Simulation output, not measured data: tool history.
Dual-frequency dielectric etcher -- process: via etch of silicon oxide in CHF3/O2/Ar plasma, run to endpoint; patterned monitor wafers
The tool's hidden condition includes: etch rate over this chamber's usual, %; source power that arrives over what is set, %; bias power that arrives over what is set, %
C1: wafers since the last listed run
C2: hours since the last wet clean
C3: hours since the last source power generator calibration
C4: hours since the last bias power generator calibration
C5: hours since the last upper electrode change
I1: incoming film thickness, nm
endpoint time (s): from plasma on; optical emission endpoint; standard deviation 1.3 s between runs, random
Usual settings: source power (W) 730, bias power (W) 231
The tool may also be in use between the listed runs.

run 1 hour=0.0 | source_power_(W)=730 bias_power_(W)=231 | C1=0 C2=451.6 C3=4516.0 C4=2253.9 C5=2413.9 | I1=592.9 | endpoint_time_(s)=294.0
run 2 hour=11.1 | source_power_(W)=730 bias_power_(W)=231 | C1=46 C2=462.7 C3=4527.1 C4=2265.0 C5=2425.0 | I1=596.5 | endpoint_time_(s)=297.4
run 3 hour=20.6 | source_power_(W)=730 bias_power_(W)=276 | C1=39 C2=472.2 C3=4536.6 C4=2274.5 C5=2434.5 | I1=596.6 | endpoint_time_(s)=275.0
run 4 hour=36.3 | source_power_(W)=730 bias_power_(W)=276 | C1=65 C2=487.9 C3=4552.3 C4=2290.2 C5=2450.2 | I1=591.1 | endpoint_time_(s)=272.8
run 5 hour=53.5 | source_power_(W)=730 bias_power_(W)=276 | C1=71 C2=505.1 C3=4569.5 C4=2307.4 C5=2467.4 | I1=600.3 | endpoint_time_(s)=278.4
run 6 hour=66.8 | source_power_(W)=730 bias_power_(W)=201 | C1=55 C2=518.4 C3=4582.8 C4=2320.7 C5=2480.7 | I1=596.9 | endpoint_time_(s)=316.5
-- hour=100.5 upper electrode replaced
run 7 hour=101.0 | source_power_(W)=730 bias_power_(W)=201 | C1=42 C2=552.6 C3=4617.0 C4=2354.9 C5=0.5 | I1=601.0 | endpoint_time_(s)=317.5
run 8 hour=132.8 | source_power_(W)=730 bias_power_(W)=244 | C1=132 C2=584.4 C3=4648.8 C4=2386.7 C5=32.3 | I1=592.0 | endpoint_time_(s)=290.5
run 9 hour=139.5 | source_power_(W)=730 bias_power_(W)=244 | C1=27 C2=591.1 C3=4655.5 C4=2393.4 C5=39.0 | I1=594.9 | endpoint_time_(s)=292.2
-- hour=147.1 source power generator calibrated
run 10 hour=154.1 | source_power_(W)=730 bias_power_(W)=231 | C1=44 C2=605.7 C3=7.0 C4=2408.0 C5=53.6 | I1=595.5 | endpoint_time_(s)=297.7
-- hour=184.7 wet clean of the chamber
run 11 hour=185.2 | source_power_(W)=730 bias_power_(W)=231 | C1=29 C2=0.5 C3=38.1 C4=2439.1 C5=84.7 | I1=602.0 | endpoint_time_(s)=270.7
run 12 hour=185.6 | source_power_(W)=730 bias_power_(W)=282 | C1=1 C2=0.9 C3=38.5 C4=2439.5 C5=85.1 | I1=598.7 | endpoint_time_(s)=247.0
run 13 hour=190.7 | source_power_(W)=560 bias_power_(W)=253 | C1=21 C2=6.0 C3=43.6 C4=2444.6 C5=90.2 | I1=599.7 | endpoint_time_(s)=304.0
run 14 hour=198.5 | source_power_(W)=790 bias_power_(W)=179 | C1=32 C2=13.8 C3=51.4 C4=2452.4 C5=98.0 | I1=599.4 | endpoint_time_(s)=288.3
run 15 hour=215.7 | source_power_(W)=560 bias_power_(W)=249 | C1=71 C2=31.0 C3=68.6 C4=2469.6 C5=115.2 | I1=602.1 | endpoint_time_(s)=311.5
run 16 hour=224.7 | source_power_(W)=790 bias_power_(W)=188 | C1=37 C2=40.0 C3=77.6 C4=2478.6 C5=124.2 | I1=598.2 | endpoint_time_(s)=282.2
-- hour=235.7 bias power generator calibrated
-- hour=254.1 wet clean of the chamber, repeated, since the last time left the tool worse
run 17 hour=254.6 | source_power_(W)=730 bias_power_(W)=231 | C1=31 C2=0.5 C3=107.5 C4=18.9 C5=154.1 | I1=605.1 | endpoint_time_(s)=287.7
run 18 hour=255.0 | source_power_(W)=730 bias_power_(W)=183 | C1=1 C2=0.9 C3=107.9 C4=19.3 C5=154.5 | I1=593.0 | endpoint_time_(s)=314.6
run 19 hour=269.6 | source_power_(W)=650 bias_power_(W)=214 | C1=60 C2=15.5 C3=122.5 C4=33.9 C5=169.1 | I1=605.6 | endpoint_time_(s)=321.0

Run 20, settings as shown, results not yet in. Your forecast:
run 20 hour=282.7 | source_power_(W)=730 bias_power_(W)=201 | C1=54 C2=28.6 C3=135.6 C4=47.0 C5=182.2 | I1=600.3 | endpoint_time_(s)=?

endpoint time (s): 306.1
With the hidden condition absent and the run-to-run variation left alone, this run would have shown endpoint time (s) 306.7.

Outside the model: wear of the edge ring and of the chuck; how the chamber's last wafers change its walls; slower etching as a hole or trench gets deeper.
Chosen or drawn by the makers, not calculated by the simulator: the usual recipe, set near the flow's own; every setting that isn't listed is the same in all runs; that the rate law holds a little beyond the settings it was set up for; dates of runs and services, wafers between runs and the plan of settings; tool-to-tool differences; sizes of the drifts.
